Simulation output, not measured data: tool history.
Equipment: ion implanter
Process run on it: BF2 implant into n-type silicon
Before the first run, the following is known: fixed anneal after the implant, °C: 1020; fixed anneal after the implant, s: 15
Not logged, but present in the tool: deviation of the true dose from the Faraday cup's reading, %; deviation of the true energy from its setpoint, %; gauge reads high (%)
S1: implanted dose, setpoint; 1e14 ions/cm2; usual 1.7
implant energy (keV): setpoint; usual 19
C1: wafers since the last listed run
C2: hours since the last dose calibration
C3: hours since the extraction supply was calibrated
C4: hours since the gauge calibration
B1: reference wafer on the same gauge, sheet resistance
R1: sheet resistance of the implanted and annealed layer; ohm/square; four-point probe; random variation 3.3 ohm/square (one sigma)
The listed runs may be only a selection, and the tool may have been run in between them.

{"run": 1, "hour": 0.0, "S1": 1.41, "implant energy (keV)": 24, "C1": 0, "C2": 299.4, "C3": 4245.9, "C4": 796.2, "B1": 540.57, "R1": 673.74}
{"run": 2, "hour": 29.4, "S1": 1.41, "implant energy (keV)": 24, "C1": 427, "C2": 328.8, "C3": 4275.3, "C4": 825.6, "B1": 540.39, "R1": 680.41}
{"run": 3, "hour": 73.6, "S1": 1.7, "implant energy (keV)": 19, "C1": 642, "C2": 373, "C3": 4319.5, "C4": 869.8, "B1": 540.83, "R1": 592.61}
{"run": 4, "hour": 100.0, "S1": 1.7, "implant energy (keV)": 19, "C1": 384, "C2": 399.4, "C3": 4345.9, "C4": 896.2, "B1": 540.78, "R1": 604.66}
{"run": 5, "hour": 152.9, "S1": 1.7, "implant energy (keV)": 19, "C1": 769, "C2": 452.3, "C3": 4398.8, "C4": 949.1, "B1": 541.86, "R1": 596.66}
{"run": 6, "hour": 270.3, "S1": 1.81, "implant energy (keV)": 22.5, "C1": 1707, "C2": 569.7, "C3": 4516.2, "C4": 1066.5, "B1": 540.91, "R1": 553.46}
{"run": 7, "hour": 331.3, "S1": 1.81, "implant energy (keV)": 22.5, "C1": 887, "C2": 630.7, "C3": 4577.2, "C4": 1127.5, "B1": 541.7, "R1": 561.31}
{"run": 8, "hour": 395.8, "S1": 1.81, "implant energy (keV)": 22.5, "C1": 938, "C2": 695.2, "C3": 4641.7, "C4": 1192, "B1": 541.38, "R1": 559.07}
{"run": 9, "hour": 430.2, "S1": 1.7, "implant energy (keV)": 24, "C1": 500, "C2": 729.6, "C3": 4676.1, "C4": 1226.4, "B1": 541.08, "R1": 586.82}
{"run": 10, "hour": 495.1, "S1": 1.7, "implant energy (keV)": 24, "C1": 944, "C2": 794.5, "C3": 4741, "C4": 1291.3, "B1": 540.51, "R1": 591.15}
{"run": 11, "hour": 549.8, "S1": 1.7, "implant energy (keV)": 24, "C1": 795, "C2": 849.2, "C3": 4795.7, "C4": 1346, "B1": 542.04, "R1": 591.96}
{"run": 12, "hour": 608.6, "S1": 1.7, "implant energy (keV)": 19, "C1": 855, "C2": 908, "C3": 4854.5, "C4": 1404.8, "B1": 539.64, "R1": 600.8}
{"hour": 631.8, "done": "gauge calibrated"}
{"run": 13, "hour": 654.6, "S1": 1.7, "implant energy (keV)": 19, "C1": 669, "C2": 954, "C3": 4900.5, "C4": 22.8, "B1": 540.9, "R1": 604.38}
{"hour": 683.8, "done": "extraction supply calibrated"}
{"run": 14, "hour": 700.9, "S1": 1.7, "implant energy (keV)": 23.5, "C1": 557, "C2": 1000.3, "C3": 17.1, "C4": 69.1, "B1": 540.5, "R1": 593.04}
{"run": 15, "hour": 753.9, "S1": 1.7, "implant energy (keV)": 23.5, "C1": 770, "C2": 1053.3, "C3": 70.1, "C4": 122.1, "B1": 540.65, "R1": 594.03}
{"run": 16, "hour": 810.0, "S1": 1.7, "implant energy (keV)": 19, "C1": 816, "C2": 1109.4, "C3": 126.2, "C4": 178.2, "B1": 541.35, "R1": 605.47}
{"run": 17, "hour": 868.5, "S1": 1.7, "implant energy (keV)": 19, "C1": 851, "C2": 1167.9, "C3": 184.7, "C4": 236.7, "B1": 540.98, "R1": 608.5}
{"run": 18, "hour": 921.7, "S1": 1.7, "implant energy (keV)": 19, "C1": 773, "C2": 1221.1, "C3": 237.9, "C4": 289.9, "B1": 541.81, "R1": 616.07}
{"run": 19, "hour": 980.3, "S1": 2.07, "implant energy (keV)": 19, "C1": 852, "C2": 1279.7, "C3": 296.5, "C4": 348.5, "B1": 541.03, "R1": 518.07}
{"run": 20, "hour": 1019.1, "S1": 2, "implant energy (keV)": 13.5, "C1": 564, "C2": 1318.5, "C3": 335.3, "C4": 387.3, "B1": 541.15, "R1": 553.7}
{"run": 21, "hour": 1082.6, "S1": 2.01, "implant energy (keV)": 12.5, "C1": 923, "C2": 1382, "C3": 398.8, "C4": 450.8, "B1": 540.36, "R1": 555.88}
{"run": 22, "hour": 1110.3, "S1": 1.2, "implant energy (keV)": 21, "C1": 402, "C2": 1409.7, "C3": 426.5, "C4": 478.5, "B1": 540.25, "R1": 799.81}
{"run": 23, "hour": 1153.7, "S1": 1.7, "implant energy (keV)": 17, "C1": 631, "C2": 1453.1, "C3": 469.9, "C4": 521.9, "B1": 541.99, "R1": 618.58}
{"run": 24, "hour": 1177.8, "S1": 1.7, "implant energy (keV)": 19, "C1": 350, "C2": 1477.2, "C3": 494, "C4": 546, "B1": 540.8, "R1": 612.3}
{"run": 25, "hour": 1211.9, "S1": 2.18, "implant energy (keV)": 19, "C1": 496, "C2": 1511.3, "C3": 528.1, "C4": 580.1, "B1": 540.23, "R1": 498.19}
{"run": 26, "hour": 1273.6, "S1": 2.1, "implant energy (keV)": 13, "C1": 897, "C2": 1573, "C3": 589.8, "C4": 641.8, "B1": 541.26, "R1": 529.75}
{"run": 27, "hour": 1317.8, "S1": 2.01, "implant energy (keV)": 22, "C1": 642, "C2": 1617.2, "C3": 634, "C4": 686, "B1": 540.58, "R1": 517.43}
{"run": 28, "hour": 1342.4, "S1": 1.7, "implant energy (keV)": 19, "C1": 357, "C2": 1641.8, "C3": 658.6, "C4": 710.6, "B1": 540.33, "R1": 614.78}
{"hour": 1411.0, "done": "Faraday cup replaced and dose calibrated"}
{"run": 29, "hour": 1411.5, "S1": 1.7, "implant energy (keV)": 19, "C1": 888, "C2": 0.5, "C3": 727.7, "C4": 779.7, "B1": 541.18, "R1": 580.73}
{"run": 30, "hour": 1449.3, "S1": 1.7, "implant energy (keV)": 19, "C1": 549, "C2": 38.3, "C3": 765.5, "C4": 817.5, "B1": 540.46, "R1": 588.76}
{"run": 31, "hour": 1501.3, "S1": 1.7, "implant energy (keV)": 19, "C1": 756, "C2": 90.3, "C3": 817.5, "C4": 869.5, "B1": 539.88, "R1": 588.12}
{"run": 32, "hour": 1585.6, "S1": 2.07, "implant energy (keV)": 19, "C1": 1226, "C2": 174.6, "C3": 901.8, "C4": 953.8, "B1": 540.92, "R1": 499.73}
{"run": 33, "hour": 1611.9, "S1": 1.93, "implant energy (keV)": 16, "C1": 382, "C2": 200.9, "C3": 928.1, "C4": 980.1, "B1": 540.81, "R1": 547.55}
{"run": 34, "hour": 1659.0, "S1": 1.49, "implant energy (keV)": 19, "C1": 685, "C2": 248, "C3": 975.2, "C4": 1027.2, "B1": 541.38, "R1": 668.68}
{"run": 35, "hour": 1694.0, "S1": 1.7, "implant energy (keV)": 24.5, "C1": 509, "C2": 283, "C3": 1010.2, "C4": 1062.2, "B1": 540.89, "R1": 578.09}
{"run": 36, "hour": 1907.1, "S1": 2.19, "implant energy (keV)": 23.5, "C1": 3099, "C2": 496.1, "C3": 1223.3, "C4": 1275.3, "B1": 540.85, "R1": 473.04}
{"run": 37, "hour": 1960.5, "S1": 1.7, "implant energy (keV)": 13.5, "C1": 776, "C2": 549.5, "C3": 1276.7, "C4": 1328.7, "B1": 541.51, "R1": 622.01}

What the log doesn't show, run by run:
deviation of the true energy from its setpoint, %: 0 across all the runs
gauge reads high (%): 0 across all the runs
H1: deviation of the true dose from the Faraday cup's reading, %
run=1 H1=-2.3
run=2 H1=-2.46
run=3 H1=-2.69
run=4 H1=-2.81
run=5 H1=-3.05
run=6 H1=-3.49
run=7 H1=-3.69
run=8 H1=-3.87
run=9 H1=-3.96
run=10 H1=-4.11
run=11 H1=-4.23
run=12 H1=-4.34
run=13 H1=-4.42
run=14 H1=-4.49
run=15 H1=-4.57
run=16 H1=-4.64
run=17 H1=-4.7
run=18 H1=-4.76
run=19 H1=-4.81
run=20 H1=-4.85
run=21 H1=-4.9
run=22 H1=-4.91
run=23 H1=-4.94
run=24 H1=-4.96
run=25 H1=-4.98
run=26 H1=-5.01
run=27 H1=-5.03
run=28 H1=-5.04
run=29 H1=-0.00417
run=30 H1=-0.369
run=31 H1=-0.829
run=32 H1=-1.49
run=33 H1=-1.67
run=34 H1=-1.98
run=35 H1=-2.19
run=36 H1=-3.21
run=37 H1=-3.41
